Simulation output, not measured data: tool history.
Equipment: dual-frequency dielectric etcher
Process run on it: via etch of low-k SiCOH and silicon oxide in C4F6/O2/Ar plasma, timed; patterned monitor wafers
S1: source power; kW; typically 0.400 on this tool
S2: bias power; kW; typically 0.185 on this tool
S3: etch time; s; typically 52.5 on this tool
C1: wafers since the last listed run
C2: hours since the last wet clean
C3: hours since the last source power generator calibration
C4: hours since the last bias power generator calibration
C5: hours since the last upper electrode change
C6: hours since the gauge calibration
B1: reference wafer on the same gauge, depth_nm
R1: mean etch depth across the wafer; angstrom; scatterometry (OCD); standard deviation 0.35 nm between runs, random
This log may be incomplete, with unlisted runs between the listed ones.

Run 1, day 0.000: usual settings but S3 47.5 s; C1 0; C2 658.6; C3 3521.3; C4 3344.2; C5 2095.8; C6 1856.7; B1 188.0. Result: R1 1460 angstrom.
At day 2.696: wet clean of the chamber.
Run 2, day 2.717: usual settings but S3 47.5 s; C1 768; C2 0.5; C3 3586.5; C4 3409.4; C5 2161.0; C6 1921.9; B1 188.0. Result: R1 1440 angstrom.
Run 3, day 12.721: usual settings; C1 4479; C2 240.6; C3 3826.6; C4 3649.5; C5 2401.1; C6 2162.0; B1 188.1. Result: R1 1600 angstrom.
Run 4, day 15.633: usual settings; C1 1304; C2 310.5; C3 3896.5; C4 3719.4; C5 2471.0; C6 2231.9; B1 187.9. Result: R1 1600 angstrom.
Run 5, day 19.788: usual settings; C1 1860; C2 410.2; C3 3996.2; C4 3819.1; C5 2570.7; C6 2331.6; B1 188.0. Result: R1 1607 angstrom.
Run 6, day 21.708: usual settings but S3 45.0 s; C1 860; C2 456.3; C3 4042.3; C4 3865.2; C5 2616.8; C6 2377.7; B1 188.0. Result: R1 1374 angstrom.
Run 7, day 24.742: usual settings but S1 0.480 kW, S2 0.204 kW; C1 1358; C2 529.1; C3 4115.1; C4 3938.0; C5 2689.6; C6 2450.5; B1 188.0. Result: R1 1757 angstrom.
Run 8, day 27.954: usual settings but S1 0.320 kW, S2 0.218 kW, S3 60.5 s; C1 1438; C2 606.2; C3 4192.2; C4 4015.1; C5 2766.7; C6 2527.6; B1 187.8. Result: R1 1829 angstrom.
At day 28.783: source power generator calibrated.
Run 9, day 30.312: usual settings but S1 0.340 kW; C1 981; C2 662.8; C3 36.7; C4 4071.7; C5 2823.3; C6 2584.2; B1 187.9. Result: R1 1533 angstrom.
At day 30.767: bias power generator calibrated.
At day 34.762: upper electrode replaced.
Run 10, day 34.783: usual settings but S1 0.300 kW, S2 0.141 kW, S3 45.5 s; C1 1479; C2 770.1; C3 144.0; C4 96.4; C5 0.5; C6 2691.5; B1 188.0. Result: R1 1164 angstrom.
At day 37.633: wet clean of the chamber.
Run 11, day 38.871: usual settings but S1 0.320 kW, S2 0.209 kW; C1 1382; C2 29.7; C3 242.1; C4 194.5; C5 98.6; C6 2789.6; B1 188.0. Result: R1 1527 angstrom.
Run 12, day 42.329: usual settings; C1 1548; C2 112.7; C3 325.1; C4 277.5; C5 181.6; C6 2872.6; B1 188.0. Result: R1 1579 angstrom.
Run 13, day 44.417: usual settings; C1 934; C2 162.8; C3 375.2; C4 327.6; C5 231.7; C6 2922.7; B1 188.0. Result: R1 1572 angstrom.
Run 14, day 46.888: usual settings but S2 0.224 kW; C1 1106; C2 222.1; C3 434.5; C4 386.9; C5 291.0; C6 2982.0; B1 188.1. Result: R1 1678 angstrom.
At day 48.246: gauge calibrated.
Run 15, day 49.046: usual settings; C1 966; C2 273.9; C3 486.3; C4 438.7; C5 342.8; C6 19.2; B1 188.0. Result: R1 1585 angstrom.
Run 16, day 51.358: usual settings but S1 0.430 kW, S2 0.218 kW, S3 45.0 s; C1 1035; C2 329.4; C3 541.8; C4 494.2; C5 398.3; C6 74.7; B1 188.0. Result: R1 1458 angstrom.

Run 17 is up next; what results do you expect?
Run 17, day 63.454: usual settings but S2 0.216 kW; C1 5415; C2 619.7; C3 832.1; C4 784.5; C5 688.6; C6 365.0; B1 ?. Result: R1 ?.

Logged for run 17: B1 188.0, R1 1669 angstrom.
Without the tool's hidden state the same run would have given R1 1644 angstrom.

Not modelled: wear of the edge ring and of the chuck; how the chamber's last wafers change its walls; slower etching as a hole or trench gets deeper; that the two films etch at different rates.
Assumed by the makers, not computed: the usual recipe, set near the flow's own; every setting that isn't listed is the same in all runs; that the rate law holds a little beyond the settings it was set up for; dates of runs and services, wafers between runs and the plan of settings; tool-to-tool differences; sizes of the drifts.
